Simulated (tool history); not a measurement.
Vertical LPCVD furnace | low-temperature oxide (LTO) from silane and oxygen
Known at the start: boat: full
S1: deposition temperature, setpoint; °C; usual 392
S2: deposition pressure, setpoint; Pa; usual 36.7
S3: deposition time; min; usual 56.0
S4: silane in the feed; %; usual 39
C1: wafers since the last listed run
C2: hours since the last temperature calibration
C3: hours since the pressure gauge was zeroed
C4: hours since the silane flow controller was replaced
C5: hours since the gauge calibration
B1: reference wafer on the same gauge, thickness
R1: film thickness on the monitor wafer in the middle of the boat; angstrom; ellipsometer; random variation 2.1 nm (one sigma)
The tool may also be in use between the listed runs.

run	day	S1	S2	S3	S4	C1	C2	C3	C4	C5	B1	R1
1	0.000	392	36.7	56.0	39	0	3768.4	2906.3	4471.4	982.8	483.77	5740.6
2	1.375	392	36.7	56.0	39	634	3801.4	2939.3	4504.4	1015.8	483.01	5719.1
3	4.304	392	36.7	56.0	39	1351	3871.7	3009.6	4574.7	1086.1	483.18	5722.7
4	6.658	392	36.7	56.0	39	1086	3928.2	3066.1	4631.2	1142.6	482.99	5747.6
5	9.083	392	36.7	56.0	37	1118	3986.4	3124.3	4689.4	1200.8	483.15	5344.0
6	10.512	392	36.7	56.0	39	659	4020.7	3158.6	4723.7	1235.1	483.44	5722.6
# day 12.071: silane flow controller replaced
7	12.092	392	36.7	56.0	39	267	4058.6	3196.5	0.5	1273.0	481.97	5715.0
8	14.450	392	36.7	56.0	39	1088	4115.2	3253.1	57.1	1329.6	483.72	5762.8
# day 14.954: gauge calibrated
9	16.554	392	36.7	56.0	39	970	4165.7	3303.6	107.6	38.4	482.70	5760.7
10	21.833	392	36.7	56.0	39	2435	4292.4	3430.3	234.3	165.1	482.80	5753.0
11	23.421	392	36.7	56.0	39	732	4330.5	3468.4	272.4	203.2	483.17	5772.2
12	26.138	392	36.7	56.0	42	1253	4395.7	3533.6	337.6	268.4	482.10	6262.6
13	28.867	399	40.0	71.5	46	1259	4461.2	3599.1	403.1	333.9	483.93	10434.8
# day 30.996: thermocouples replaced and temperature profile calibrated
14	31.017	398	28.7	56.0	31	530	0.5	3650.7	454.7	385.5	482.46	3590.2
15	33.542	392	29.3	56.0	39	1165	61.1	3711.3	515.3	446.1	482.70	4659.5
16	35.654	400	36.7	56.0	39	974	111.8	3762.0	566.0	496.8	484.04	6320.3
17	37.562	392	30.0	56.0	39	880	157.6	3807.8	611.8	542.6	482.52	4760.7
18	39.975	396	44.7	56.0	39	1113	215.5	3865.7	669.7	600.5	483.73	7350.8

Forecast run 19:
19	42.550	388	32.7	67.5	39	1188	277.3	3927.5	731.5	662.3	?	?

Run 19 gave B1 482.58, R1 5971.5 angstrom.
Without the tool's hidden state the same run would have given R1 5691.2 angstrom.
